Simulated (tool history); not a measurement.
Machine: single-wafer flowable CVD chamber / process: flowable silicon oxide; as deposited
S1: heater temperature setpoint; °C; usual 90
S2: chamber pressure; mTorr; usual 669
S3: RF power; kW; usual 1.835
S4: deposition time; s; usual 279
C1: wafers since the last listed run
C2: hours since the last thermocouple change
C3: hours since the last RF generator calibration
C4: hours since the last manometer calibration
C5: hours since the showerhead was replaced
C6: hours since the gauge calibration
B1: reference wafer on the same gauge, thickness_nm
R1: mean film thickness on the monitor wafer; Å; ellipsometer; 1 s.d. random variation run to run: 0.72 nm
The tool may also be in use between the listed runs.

{"run": 1, "hour": 0.0, "S1": 90, "S2": 669, "S3": 1.835, "S4": 279, "C1": 0, "C2": 2318.3, "C3": 1615.1, "C4": 807.6, "C5": 2672.7, "C6": 75.3, "B1": 161.111, "R1": 1786.1}
{"run": 2, "hour": 13.5, "S1": 90, "S2": 669, "S3": 1.835, "S4": 263, "C1": 79, "C2": 2331.8, "C3": 1628.6, "C4": 821.1, "C5": 2686.2, "C6": 88.8, "B1": 161.041, "R1": 1689.44}
{"run": 3, "hour": 22.9, "S1": 81, "S2": 669, "S3": 1.835, "S4": 279, "C1": 55, "C2": 2341.2, "C3": 1638, "C4": 830.5, "C5": 2695.6, "C6": 98.2, "B1": 161.081, "R1": 2323.28}
{"run": 4, "hour": 37.1, "S1": 81, "S2": 669, "S3": 1.835, "S4": 279, "C1": 83, "C2": 2355.4, "C3": 1652.2, "C4": 844.7, "C5": 2709.8, "C6": 112.4, "B1": 160.903, "R1": 2325.21}
{"run": 5, "hour": 49.7, "S1": 81, "S2": 669, "S3": 1.835, "S4": 279, "C1": 74, "C2": 2368, "C3": 1664.8, "C4": 857.3, "C5": 2722.4, "C6": 125, "B1": 160.998, "R1": 2335.44}
{"run": 6, "hour": 67.3, "S1": 90, "S2": 669, "S3": 1.835, "S4": 279, "C1": 103, "C2": 2385.6, "C3": 1682.4, "C4": 874.9, "C5": 2740, "C6": 142.6, "B1": 160.907, "R1": 1798.25}
{"run": 7, "hour": 73.7, "S1": 90, "S2": 669, "S3": 1.555, "S4": 279, "C1": 37, "C2": 2392, "C3": 1688.8, "C4": 881.3, "C5": 2746.4, "C6": 149, "B1": 161.114, "R1": 1735.94}
{"hour": 88.7, "done": "showerhead replaced"}
{"run": 8, "hour": 90.6, "S1": 90, "S2": 669, "S3": 1.555, "S4": 279, "C1": 52, "C2": 2408.9, "C3": 1705.7, "C4": 898.2, "C5": 1.9, "C6": 165.9, "B1": 161.019, "R1": 1745.29}
{"run": 9, "hour": 103.4, "S1": 90, "S2": 669, "S3": 1.835, "S4": 279, "C1": 75, "C2": 2421.7, "C3": 1718.5, "C4": 911, "C5": 14.7, "C6": 178.7, "B1": 161.047, "R1": 1811.48}
{"hour": 122.4, "done": "thermocouple changed; heater temperature recalibrated"}
{"run": 10, "hour": 122.9, "S1": 90, "S2": 669, "S3": 1.835, "S4": 279, "C1": 67, "C2": 0.5, "C3": 1738, "C4": 930.5, "C5": 34.2, "C6": 198.2, "B1": 161.023, "R1": 1792.93}
{"run": 11, "hour": 134.7, "S1": 90, "S2": 669, "S3": 1.835, "S4": 279, "C1": 69, "C2": 12.3, "C3": 1749.8, "C4": 942.3, "C5": 46, "C6": 210, "B1": 160.998, "R1": 1786.09}
{"run": 12, "hour": 142.4, "S1": 90, "S2": 669, "S3": 1.835, "S4": 279, "C1": 45, "C2": 20, "C3": 1757.5, "C4": 950, "C5": 53.7, "C6": 217.7, "B1": 161.221, "R1": 1789.83}
{"run": 13, "hour": 159.3, "S1": 90, "S2": 669, "S3": 2.03, "S4": 320, "C1": 99, "C2": 36.9, "C3": 1774.4, "C4": 966.9, "C5": 70.6, "C6": 234.6, "B1": 160.927, "R1": 2093.25}
{"hour": 164.0, "done": "gauge calibrated"}
{"run": 14, "hour": 170.4, "S1": 90, "S2": 669, "S3": 1.835, "S4": 279, "C1": 65, "C2": 48, "C3": 1785.5, "C4": 978, "C5": 81.7, "C6": 6.4, "B1": 160.917, "R1": 1796.95}
{"run": 15, "hour": 181.0, "S1": 90, "S2": 669, "S3": 2.005, "S4": 250, "C1": 62, "C2": 58.6, "C3": 1796.1, "C4": 988.6, "C5": 92.3, "C6": 17, "B1": 161.094, "R1": 1628.99}
{"hour": 199.0, "done": "RF generator calibrated"}
{"run": 16, "hour": 199.5, "S1": 101, "S2": 620, "S3": 2.095, "S4": 255, "C1": 61, "C2": 77.1, "C3": 0.5, "C4": 1007.1, "C5": 110.8, "C6": 35.5, "B1": 160.905, "R1": 1099.44}
{"run": 17, "hour": 204.4, "S1": 90, "S2": 669, "S3": 1.835, "S4": 279, "C1": 28, "C2": 82, "C3": 5.4, "C4": 1012, "C5": 115.7, "C6": 40.4, "B1": 161.12, "R1": 1793}
{"hour": 232.6, "done": "capacitance manometer re-zeroed and calibrated"}
{"run": 18, "hour": 232.9, "S1": 86, "S2": 816, "S3": 2.17, "S4": 306, "C1": 120, "C2": 110.5, "C3": 33.9, "C4": 0.3, "C5": 144.2, "C6": 68.9, "B1": 160.921, "R1": 2642.2}
{"run": 19, "hour": 242.8, "S1": 95, "S2": 816, "S3": 2.16, "S4": 279, "C1": 58, "C2": 120.4, "C3": 43.8, "C4": 10.2, "C5": 154.1, "C6": 78.8, "B1": 160.988, "R1": 1838.59}
{"run": 20, "hour": 289.5, "S1": 90, "S2": 551, "S3": 1.835, "S4": 279, "C1": 275, "C2": 167.1, "C3": 90.5, "C4": 56.9, "C5": 200.8, "C6": 125.5, "B1": 161.049, "R1": 1435.23}
{"run": 21, "hour": 301.6, "S1": 98, "S2": 571, "S3": 2.065, "S4": 279, "C1": 71, "C2": 179.2, "C3": 102.6, "C4": 69, "C5": 212.9, "C6": 137.6, "B1": 160.982, "R1": 1177.97}
{"run": 22, "hour": 314.4, "S1": 94, "S2": 826, "S3": 1.51, "S4": 302, "C1": 75, "C2": 192, "C3": 115.4, "C4": 81.8, "C5": 225.7, "C6": 150.4, "B1": 160.771, "R1": 1973.68}
{"run": 23, "hour": 331.9, "S1": 90, "S2": 669, "S3": 1.835, "S4": 329, "C1": 103, "C2": 209.5, "C3": 132.9, "C4": 99.3, "C5": 243.2, "C6": 167.9, "B1": 160.872, "R1": 2058.45}
{"run": 24, "hour": 348.5, "S1": 90, "S2": 669, "S3": 2.005, "S4": 250, "C1": 97, "C2": 226.1, "C3": 149.5, "C4": 115.9, "C5": 259.8, "C6": 184.5, "B1": 160.924, "R1": 1597.32}
{"run": 25, "hour": 361.6, "S1": 90, "S2": 793, "S3": 1.74, "S4": 254, "C1": 77, "C2": 239.2, "C3": 162.6, "C4": 129, "C5": 272.9, "C6": 197.6, "B1": 161.085, "R1": 1871.6}
{"hour": 363.0, "done": "gauge calibrated"}
{"run": 26, "hour": 371.8, "S1": 101, "S2": 815, "S3": 1.965, "S4": 309, "C1": 60, "C2": 249.4, "C3": 172.8, "C4": 139.2, "C5": 283.1, "C6": 8.8, "B1": 160.887, "R1": 1678.1}
{"run": 27, "hour": 379.7, "S1": 90, "S2": 823, "S3": 1.835, "S4": 228, "C1": 46, "C2": 257.3, "C3": 180.7, "C4": 147.1, "C5": 291, "C6": 16.7, "B1": 161.016, "R1": 1772.69}

Here are 5 independent what-if runs from the current tool condition. What would each one return?
{"run": "A", "hour": 380.2, "S1": 76, "S2": 669, "S3": 1.835, "S4": 279, "C1": 2, "C2": 257.8, "C3": 181.2, "C4": 147.6, "C5": 291.5, "C6": 17.2, "B1": "?", "R1": "?"}
{"run": "B", "hour": 380.2, "S1": 90, "S2": 536, "S3": 2.16, "S4": 279, "C1": 2, "C2": 257.8, "C3": 181.2, "C4": 147.6, "C5": 291.5, "C6": 17.2, "B1": "?", "R1": "?"}
{"run": "C", "hour": 380.2, "S1": 79, "S2": 572, "S3": 2.12, "S4": 279, "C1": 2, "C2": 257.8, "C3": 181.2, "C4": 147.6, "C5": 291.5, "C6": 17.2, "B1": "?", "R1": "?"}
{"run": "D", "hour": 380.2, "S1": 83, "S2": 669, "S3": 1.835, "S4": 237, "C1": 2, "C2": 257.8, "C3": 181.2, "C4": 147.6, "C5": 291.5, "C6": 17.2, "B1": "?", "R1": "?"}
{"run": "E", "hour": 380.2, "S1": 90, "S2": 728, "S3": 1.835, "S4": 279, "C1": 2, "C2": 257.8, "C3": 181.2, "C4": 147.6, "C5": 291.5, "C6": 17.2, "B1": "?", "R1": "?"}

run=A B1=160.855 R1=2574.16
run=B B1=160.855 R1=1439.88
run=C B1=160.855 R1=2094.8
run=D B1=160.855 R1=1811.41
run=E B1=160.855 R1=1903.05
The same runs, with their run-to-run variation unchanged, on a tool lacking any hidden condition would have given:
run=A R1=2530.66
run=B R1=1414.64
run=C R1=2058.08
run=D R1=1780.8
run=E R1=1870.89

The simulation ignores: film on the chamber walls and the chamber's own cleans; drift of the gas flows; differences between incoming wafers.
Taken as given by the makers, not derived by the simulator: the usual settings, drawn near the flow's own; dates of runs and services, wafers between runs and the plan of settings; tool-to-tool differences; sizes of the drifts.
